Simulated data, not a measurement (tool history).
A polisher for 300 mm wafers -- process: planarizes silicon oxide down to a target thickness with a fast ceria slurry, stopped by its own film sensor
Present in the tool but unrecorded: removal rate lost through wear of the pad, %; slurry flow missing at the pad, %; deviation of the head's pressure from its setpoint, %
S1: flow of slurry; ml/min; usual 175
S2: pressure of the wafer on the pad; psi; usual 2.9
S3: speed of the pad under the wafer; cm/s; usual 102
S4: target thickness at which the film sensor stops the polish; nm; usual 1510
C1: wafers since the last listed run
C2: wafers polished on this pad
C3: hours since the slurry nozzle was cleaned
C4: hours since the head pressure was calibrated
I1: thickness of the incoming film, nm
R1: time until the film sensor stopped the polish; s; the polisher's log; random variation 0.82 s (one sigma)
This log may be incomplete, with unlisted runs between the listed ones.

{"run": 1, "day": 0.0, "S1": 175, "S2": 2.9, "S3": 102, "S4": 1627, "C1": 0, "C2": 1233, "C3": 358.1, "C4": 582.5, "I1": 2385.4, "R1": 49.3}
{"day": 1.112, "done": "worn pad replaced by a new one"}
{"run": 2, "day": 1.133, "S1": 175, "S2": 2.9, "S3": 102, "S4": 1627, "C1": 242, "C2": 4, "C3": 385.3, "C4": 609.7, "I1": 2375.4, "R1": 48.4}
{"run": 3, "day": 1.792, "S1": 175, "S2": 2.9, "S3": 102, "S4": 1651, "C1": 165, "C2": 170, "C3": 401.1, "C4": 625.5, "I1": 2440.2, "R1": 49.6}
{"run": 4, "day": 4.488, "S1": 175, "S2": 3.5, "S3": 102, "S4": 1510, "C1": 676, "C2": 846, "C3": 465.8, "C4": 690.2, "I1": 2418.5, "R1": 47.8}
{"run": 5, "day": 5.583, "S1": 175, "S2": 3.5, "S3": 102, "S4": 1510, "C1": 274, "C2": 1121, "C3": 492.1, "C4": 716.5, "I1": 2409.5, "R1": 46.9}
{"day": 6.979, "done": "worn pad replaced by a new one"}
{"run": 6, "day": 7.0, "S1": 175, "S2": 3.5, "S3": 102, "S4": 1510, "C1": 313, "C2": 4, "C3": 526.1, "C4": 750.5, "I1": 2451.9, "R1": 49.5}
{"run": 7, "day": 11.258, "S1": 135, "S2": 2.9, "S3": 102, "S4": 1510, "C1": 1067, "C2": 1072, "C3": 628.3, "C4": 852.7, "I1": 2371.8, "R1": 57}
{"run": 8, "day": 12.496, "S1": 135, "S2": 2.9, "S3": 102, "S4": 1510, "C1": 310, "C2": 1383, "C3": 658, "C4": 882.4, "I1": 2414.9, "R1": 59.7}
{"day": 13.483, "done": "worn pad replaced by a new one"}
{"run": 9, "day": 13.992, "S1": 135, "S2": 2.9, "S3": 102, "S4": 1510, "C1": 333, "C2": 127, "C3": 693.9, "C4": 918.3, "I1": 2417, "R1": 61.6}
{"run": 10, "day": 15.446, "S1": 175, "S2": 2.9, "S3": 102, "S4": 1510, "C1": 364, "C2": 492, "C3": 728.8, "C4": 953.2, "I1": 2403.8, "R1": 56.8}
{"run": 11, "day": 16.496, "S1": 175, "S2": 2.9, "S3": 102, "S4": 1510, "C1": 263, "C2": 755, "C3": 754, "C4": 978.4, "I1": 2417.1, "R1": 58}
{"day": 16.675, "done": "slurry nozzle cleaned"}
{"run": 12, "day": 17.362, "S1": 130, "S2": 3.7, "S3": 88, "S4": 1801, "C1": 206, "C2": 962, "C3": 16.5, "C4": 999.2, "I1": 2358.6, "R1": 35.9}
{"run": 13, "day": 18.679, "S1": 140, "S2": 2.9, "S3": 124, "S4": 1510, "C1": 330, "C2": 1292, "C3": 48.1, "C4": 1030.8, "I1": 2418.1, "R1": 53.1}
{"day": 19.638, "done": "head pressure recalibrated"}
{"run": 14, "day": 20.162, "S1": 140, "S2": 2.9, "S3": 102, "S4": 1510, "C1": 351, "C2": 1644, "C3": 83.7, "C4": 12.6, "I1": 2431.6, "R1": 66}
{"day": 20.821, "done": "worn pad replaced by a new one"}
{"run": 15, "day": 21.312, "S1": 175, "S2": 2.9, "S3": 102, "S4": 1510, "C1": 246, "C2": 123, "C3": 111.3, "C4": 40.2, "I1": 2455.6, "R1": 63.4}
{"day": 22.558, "done": "slurry nozzle cleaned, repeated, since the last time left the tool worse"}
{"run": 16, "day": 22.646, "S1": 210, "S2": 2.3, "S3": 136, "S4": 1620, "C1": 323, "C2": 446, "C3": 2.1, "C4": 72.2, "I1": 2411.8, "R1": 45.6}
{"run": 17, "day": 23.246, "S1": 200, "S2": 2.9, "S3": 102, "S4": 1510, "C1": 150, "C2": 597, "C3": 16.5, "C4": 86.6, "I1": 2438.9, "R1": 57}
{"run": 18, "day": 24.5, "S1": 175, "S2": 2.9, "S3": 102, "S4": 1510, "C1": 314, "C2": 911, "C3": 46.6, "C4": 116.7, "I1": 2398.5, "R1": 55.2}
{"run": 19, "day": 25.442, "S1": 175, "S2": 2.9, "S3": 124, "S4": 1510, "C1": 236, "C2": 1148, "C3": 69.2, "C4": 139.3, "I1": 2353.6, "R1": 43}
{"run": 20, "day": 26.038, "S1": 175, "S2": 2.9, "S3": 102, "S4": 1510, "C1": 149, "C2": 1297, "C3": 83.5, "C4": 153.6, "I1": 2389, "R1": 55.3}
{"day": 26.779, "done": "worn pad replaced by a new one"}
{"run": 21, "day": 27.375, "S1": 175, "S2": 2.9, "S3": 72, "S4": 1510, "C1": 293, "C2": 149, "C3": 115.6, "C4": 185.7, "I1": 2395.2, "R1": 77.6}
{"run": 22, "day": 31.462, "S1": 175, "S2": 2.9, "S3": 102, "S4": 1725, "C1": 1025, "C2": 1174, "C3": 213.7, "C4": 283.8, "I1": 2391.5, "R1": 43}

Run 23, settings as shown, results not yet in. Your forecast:
{"run": 23, "day": 32.638, "S1": 175, "S2": 2.9, "S3": 102, "S4": 1510, "C1": 294, "C2": 1468, "C3": 241.9, "C4": 312, "I1": 2442.5, "R1": "?"}

For run 23 the tool returned R1 60.2 s.
Minus the tool's unlogged condition, the same run would have read R1 58.6 s.

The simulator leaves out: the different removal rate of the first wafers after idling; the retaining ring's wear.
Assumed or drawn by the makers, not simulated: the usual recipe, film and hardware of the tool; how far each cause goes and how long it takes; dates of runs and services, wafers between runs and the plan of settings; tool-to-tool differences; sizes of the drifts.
